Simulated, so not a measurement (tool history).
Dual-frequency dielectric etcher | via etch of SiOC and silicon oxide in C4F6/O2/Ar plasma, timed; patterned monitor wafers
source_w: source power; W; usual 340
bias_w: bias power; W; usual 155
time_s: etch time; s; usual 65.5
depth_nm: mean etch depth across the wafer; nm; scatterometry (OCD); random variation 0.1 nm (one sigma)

run	hour	source_w	bias_w	time_s	wafers since the last listed run	hours since the last wet clean	hours since the last source power generator calibration	hours since the last bias power generator calibration	hours since the last upper electrode change	hours since the gauge calibration	read-back reference wafer on the same gauge, depth_nm	depth_nm
1	0.0	340	155	65.5	0	17.3	12.6	3902.6	3238.5	364.6	76.2	66.7
2	28.0	340	155	65.5	459	45.3	40.6	3930.6	3266.5	392.6	76.2	66.4
3	42.4	340	155	65.5	236	59.7	55.0	3945.0	3280.9	407.0	76.2	66.6
4	55.6	340	155	65.5	216	72.9	68.2	3958.2	3294.1	420.2	76.2	66.4
5	88.2	340	126	75.0	535	105.5	100.8	3990.8	3326.7	452.8	76.2	72.6
# hour 119.3: upper electrode replaced
6	119.8	340	126	75.0	124	137.1	132.4	4022.4	0.5	484.4	76.2	72.8
7	130.1	370	155	65.5	169	147.4	142.7	4032.7	10.8	494.7	76.2	68.3
8	150.7	400	166	79.0	338	168.0	163.3	4053.3	31.4	515.3	76.2	85.9
9	172.6	290	155	52.5	359	189.9	185.2	4075.2	53.3	537.2	76.2	50.5
10	190.4	340	128	65.5	292	207.7	203.0	4093.0	71.1	555.0	76.2	63.8
11	207.0	380	140	47.0	272	224.3	219.6	4109.6	87.7	571.6	76.2	48.4
12	224.2	290	175	65.5	282	241.5	236.8	4126.8	104.9	588.8	76.2	64.7
13	248.9	340	155	65.5	405	266.2	261.5	4151.5	129.6	613.5	76.2	66.3
# hour 282.2: gauge calibrated
14	283.3	340	155	65.5	564	300.6	295.9	4185.9	164.0	1.1	76.2	66.4
15	299.2	340	155	79.0	261	316.5	311.8	4201.8	179.9	17.0	76.2	79.9
16	329.9	340	155	65.5	504	347.2	342.5	4232.5	210.6	47.7	76.2	66.3
17	359.6	340	155	65.5	487	376.9	372.2	4262.2	240.3	77.4	76.2	66.2
18	385.9	290	141	65.5	431	403.2	398.5	4288.5	266.6	103.7	76.2	61.4
19	401.5	280	155	65.5	256	418.8	414.1	4304.1	282.2	119.3	76.2	62.1
20	424.9	340	155	65.5	384	442.2	437.5	4327.5	305.6	142.7	76.2	66.2
# hour 440.1: bias power generator calibrated
21	450.9	340	155	65.5	361	468.2	463.5	10.8	331.6	168.7	76.2	66.0
22	464.0	340	155	65.5	215	481.3	476.6	23.9	344.7	181.8	76.2	66.1
23	485.2	390	155	65.5	348	502.5	497.8	45.1	365.9	203.0	76.2	69.3
24	517.4	340	125	65.5	528	534.7	530.0	77.3	398.1	235.2	76.2	63.2
25	542.4	300	116	77.5	410	559.7	555.0	102.3	423.1	260.2	76.2	70.6
# hour 597.5: wet clean of the chamber
26	598.0	340	182	65.5	518	0.5	610.6	157.9	478.7	315.8	76.2	69.0
27	623.6	260	124	82.0	420	26.1	636.2	183.5	504.3	341.4	76.2	72.6
28	687.0	280	136	65.5	1041	89.5	699.6	246.9	567.7	404.8	76.2	60.5
29	706.9	380	135	65.5	326	109.4	719.5	266.8	587.6	424.7	76.2	67.1

Forecast each of these 5 alternatives for the next run:
A	707.3	340	155	65.5	6	109.8	719.9	267.2	588.0	425.1	?	?
B	707.3	320	155	46.5	6	109.8	719.9	267.2	588.0	425.1	?	?
C	707.3	300	179	72.0	6	109.8	719.9	267.2	588.0	425.1	?	?
D	707.3	410	189	49.5	6	109.8	719.9	267.2	588.0	425.1	?	?
E	707.3	340	138	65.5	6	109.8	719.9	267.2	588.0	425.1	?	?

run	read-back reference wafer on the same gauge, depth_nm	depth_nm
A	76.2	66.4
B	76.2	46.2
C	76.2	72.3
D	76.2	56.0
E	76.2	64.8
Without the tool's hidden state the same runs would have given:
run	depth_nm
A	66.5
B	46.2
C	72.4
D	56.0
E	64.8
